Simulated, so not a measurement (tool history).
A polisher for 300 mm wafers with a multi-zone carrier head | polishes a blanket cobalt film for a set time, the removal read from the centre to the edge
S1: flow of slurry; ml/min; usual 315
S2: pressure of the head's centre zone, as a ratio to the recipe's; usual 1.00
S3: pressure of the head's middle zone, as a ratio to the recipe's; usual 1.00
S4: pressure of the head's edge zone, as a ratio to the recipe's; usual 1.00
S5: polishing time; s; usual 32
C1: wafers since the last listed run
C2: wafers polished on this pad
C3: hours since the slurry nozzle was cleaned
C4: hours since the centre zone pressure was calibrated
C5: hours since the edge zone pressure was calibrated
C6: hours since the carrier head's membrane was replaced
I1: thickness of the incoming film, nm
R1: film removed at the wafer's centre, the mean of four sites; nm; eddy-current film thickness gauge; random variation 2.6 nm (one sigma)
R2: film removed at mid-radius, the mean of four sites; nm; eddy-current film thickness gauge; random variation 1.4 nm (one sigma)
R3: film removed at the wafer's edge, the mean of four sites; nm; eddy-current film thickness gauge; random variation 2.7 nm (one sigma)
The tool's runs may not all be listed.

{"run": 1, "hour": 0.0, "S1": 315, "S2": 1.08, "S3": 0.89, "S4": 0.94, "S5": 23, "C1": 0, "C2": 8428, "C3": 140.4, "C4": 627.1, "C5": 426.9, "C6": 614.6, "I1": 1454.8, "R1": 173.8, "R2": 142.9, "R3": 152.3}
{"run": 2, "hour": 101.9, "S1": 315, "S2": 1.08, "S3": 1.0, "S4": 1.0, "S5": 32, "C1": 2074, "C2": 10502, "C3": 242.3, "C4": 729.0, "C5": 528.8, "C6": 716.5, "I1": 1470.4, "R1": 246.0, "R2": 219.4, "R3": 223.2}
{"hour": 165.7, "done": "worn pad replaced by a new one"}
{"run": 3, "hour": 172.3, "S1": 225, "S2": 1.0, "S3": 0.94, "S4": 1.0, "S5": 32, "C1": 1351, "C2": 134, "C3": 312.7, "C4": 799.4, "C5": 599.2, "C6": 786.9, "I1": 1461.1, "R1": 218.2, "R2": 199.7, "R3": 216.1}
{"run": 4, "hour": 213.0, "S1": 225, "S2": 1.0, "S3": 0.94, "S4": 1.0, "S5": 32, "C1": 828, "C2": 963, "C3": 353.4, "C4": 840.1, "C5": 639.9, "C6": 827.6, "I1": 1465.8, "R1": 219.1, "R2": 199.0, "R3": 218.5}
{"hour": 227.8, "done": "edge zone pressure recalibrated"}
{"hour": 447.0, "done": "centre zone pressure recalibrated"}
{"hour": 467.4, "done": "slurry nozzle cleaned"}
{"run": 5, "hour": 481.8, "S1": 245, "S2": 1.0, "S3": 1.0, "S4": 0.92, "S5": 32, "C1": 5369, "C2": 6333, "C3": 14.4, "C4": 34.8, "C5": 254.0, "C6": 1096.4, "I1": 1465.5, "R1": 222.9, "R2": 216.4, "R3": 211.3}
{"run": 6, "hour": 550.2, "S1": 315, "S2": 0.91, "S3": 1.0, "S4": 1.08, "S5": 39, "C1": 1392, "C2": 7725, "C3": 82.8, "C4": 103.2, "C5": 322.4, "C6": 1164.8, "I1": 1459.5, "R1": 256.1, "R2": 265.4, "R3": 278.9}
{"hour": 589.2, "done": "carrier head's membrane replaced by a new one"}
{"run": 7, "hour": 611.7, "S1": 275, "S2": 1.0, "S3": 1.0, "S4": 1.0, "S5": 42, "C1": 1150, "C2": 8875, "C3": 144.3, "C4": 164.7, "C5": 383.9, "C6": 22.5, "I1": 1446.4, "R1": 297.5, "R2": 288.8, "R3": 296.5}
{"run": 8, "hour": 710.6, "S1": 380, "S2": 1.0, "S3": 1.0, "S4": 1.0, "S5": 32, "C1": 2013, "C2": 10888, "C3": 243.2, "C4": 263.6, "C5": 482.8, "C6": 121.4, "I1": 1488.1, "R1": 225.8, "R2": 224.4, "R3": 226.0}
{"run": 9, "hour": 751.0, "S1": 275, "S2": 0.92, "S3": 1.0, "S4": 1.0, "S5": 23, "C1": 822, "C2": 11711, "C3": 283.6, "C4": 304.0, "C5": 523.2, "C6": 161.8, "I1": 1468.5, "R1": 148.3, "R2": 154.5, "R3": 158.3}
{"hour": 818.0, "done": "worn pad replaced by a new one"}
{"run": 10, "hour": 842.4, "S1": 315, "S2": 1.0, "S3": 1.0, "S4": 1.0, "S5": 25, "C1": 1779, "C2": 495, "C3": 375.0, "C4": 395.4, "C5": 614.6, "C6": 253.2, "I1": 1435.7, "R1": 174.8, "R2": 172.5, "R3": 173.7}
{"hour": 859.5, "done": "edge zone pressure recalibrated"}
{"run": 11, "hour": 937.0, "S1": 315, "S2": 1.0, "S3": 1.0, "S4": 1.0, "S5": 32, "C1": 1884, "C2": 2380, "C3": 469.6, "C4": 490.0, "C5": 77.5, "C6": 347.8, "I1": 1481.6, "R1": 229.7, "R2": 221.2, "R3": 222.8}

Forecast run 12:
{"run": 12, "hour": 982.4, "S1": 285, "S2": 1.0, "S3": 1.0, "S4": 1.0, "S5": 32, "C1": 924, "C2": 3304, "C3": 515.0, "C4": 535.4, "C5": 122.9, "C6": 393.2, "I1": 1479.0, "R1": "?", "R2": "?", "R3": "?"}

{"run 12": {"R1": 223.8, "R2": 217.5, "R3": 223.5}}
Without the tool's hidden state the same run would have given R1 223.8 nm, R2 217.5 nm, R3 223.5 nm.

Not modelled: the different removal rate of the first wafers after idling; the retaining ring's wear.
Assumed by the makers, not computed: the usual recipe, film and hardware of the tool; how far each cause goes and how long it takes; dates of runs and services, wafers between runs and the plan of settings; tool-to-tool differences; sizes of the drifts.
